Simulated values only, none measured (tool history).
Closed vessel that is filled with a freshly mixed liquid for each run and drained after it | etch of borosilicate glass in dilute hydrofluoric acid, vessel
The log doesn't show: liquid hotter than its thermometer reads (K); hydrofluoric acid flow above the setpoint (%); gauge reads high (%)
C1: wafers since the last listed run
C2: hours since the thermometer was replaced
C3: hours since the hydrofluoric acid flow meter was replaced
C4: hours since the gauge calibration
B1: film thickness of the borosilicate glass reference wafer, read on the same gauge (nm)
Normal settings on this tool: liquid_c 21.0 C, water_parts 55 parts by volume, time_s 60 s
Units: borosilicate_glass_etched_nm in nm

run 1 hour=0.0 | liquid_c=21.0 water_parts=45 time_s=75 | C1=0 C2=275.0 C3=306.2 C4=404.4 | B1=100.03 | borosilicate_glass_etched_nm=34.82
run 2 hour=38.0 | liquid_c=21.0 water_parts=45 time_s=75 | C1=5388 C2=313.0 C3=344.2 C4=442.4 | B1=100.03 | borosilicate_glass_etched_nm=34.66
run 3 hour=92.5 | liquid_c=21.0 water_parts=45 time_s=75 | C1=7728 C2=367.5 C3=398.7 C4=496.9 | B1=100.02 | borosilicate_glass_etched_nm=34.95
run 4 hour=161.0 | liquid_c=21.0 water_parts=55 time_s=60 | C1=9713 C2=436.0 C3=467.2 C4=565.4 | B1=100.00 | borosilicate_glass_etched_nm=22.78
-- hour=176.8 thermometer replaced
run 5 hour=212.0 | liquid_c=21.0 water_parts=55 time_s=60 | C1=7090 C2=35.2 C3=518.2 C4=616.4 | B1=100.00 | borosilicate_glass_etched_nm=22.68
run 6 hour=281.1 | liquid_c=21.0 water_parts=55 time_s=60 | C1=9798 C2=104.3 C3=587.3 C4=685.5 | B1=99.95 | borosilicate_glass_etched_nm=22.81
run 7 hour=374.9 | liquid_c=24.0 water_parts=55 time_s=60 | C1=13301 C2=198.1 C3=681.1 C4=779.3 | B1=100.00 | borosilicate_glass_etched_nm=25.82
-- hour=406.9 hydrofluoric acid flow meter replaced
-- hour=582.1 hydrofluoric acid flow meter replaced, repeated, since the last time left the tool worse
-- hour=642.3 thermometer replaced
run 8 hour=643.1 | liquid_c=18.0 water_parts=55 time_s=80 | C1=37606 C2=0.8 C3=61.0 C4=1047.5 | B1=100.03 | borosilicate_glass_etched_nm=26.25
run 9 hour=695.5 | liquid_c=21.0 water_parts=55 time_s=60 | C1=7430 C2=53.2 C3=113.4 C4=1099.9 | B1=99.98 | borosilicate_glass_etched_nm=22.37
run 10 hour=771.1 | liquid_c=24.5 water_parts=75 time_s=60 | C1=10720 C2=128.8 C3=189.0 C4=1175.5 | B1=99.97 | borosilicate_glass_etched_nm=18.60
-- hour=831.6 gauge calibrated
run 11 hour=875.8 | liquid_c=18.0 water_parts=30 time_s=85 | C1=14846 C2=233.5 C3=293.7 C4=44.2 | B1=100.02 | borosilicate_glass_etched_nm=52.43
run 12 hour=966.4 | liquid_c=17.5 water_parts=45 time_s=45 | C1=12847 C2=324.1 C3=384.3 C4=134.8 | B1=100.02 | borosilicate_glass_etched_nm=17.98
run 13 hour=1060.7 | liquid_c=21.0 water_parts=80 time_s=45 | C1=13372 C2=418.4 C3=478.6 C4=229.1 | B1=99.95 | borosilicate_glass_etched_nm=11.24
run 14 hour=1163.5 | liquid_c=21.0 water_parts=55 time_s=60 | C1=14577 C2=521.2 C3=581.4 C4=331.9 | B1=100.00 | borosilicate_glass_etched_nm=22.90

Selected run-to-run steps in borosilicate_glass_etched_nm, each split into two signed amounts: the part the tool would show with no hidden state at all (from settings, incoming material and random variation), and the remainder, which goes to the hidden state together with any gauge scatter not common to the measured and the hidden-state-free results:
Run 7 -> 8: liquid_c 24.0 -> 18.0, time_s 60 -> 80, hydrofluoric acid flow meter replaced, hydrofluoric acid flow meter replaced, repeated, since the last time left the tool worse, thermometer replaced. borosilicate_glass_etched_nm +0.43 nm: hidden state -0.56, all else +0.99.
Run 11 -> 12: liquid_c 18.0 -> 17.5, water_parts 30 -> 45, time_s 85 -> 45. borosilicate_glass_etched_nm -34.45 nm: hidden state -0.43, all else -34.02.
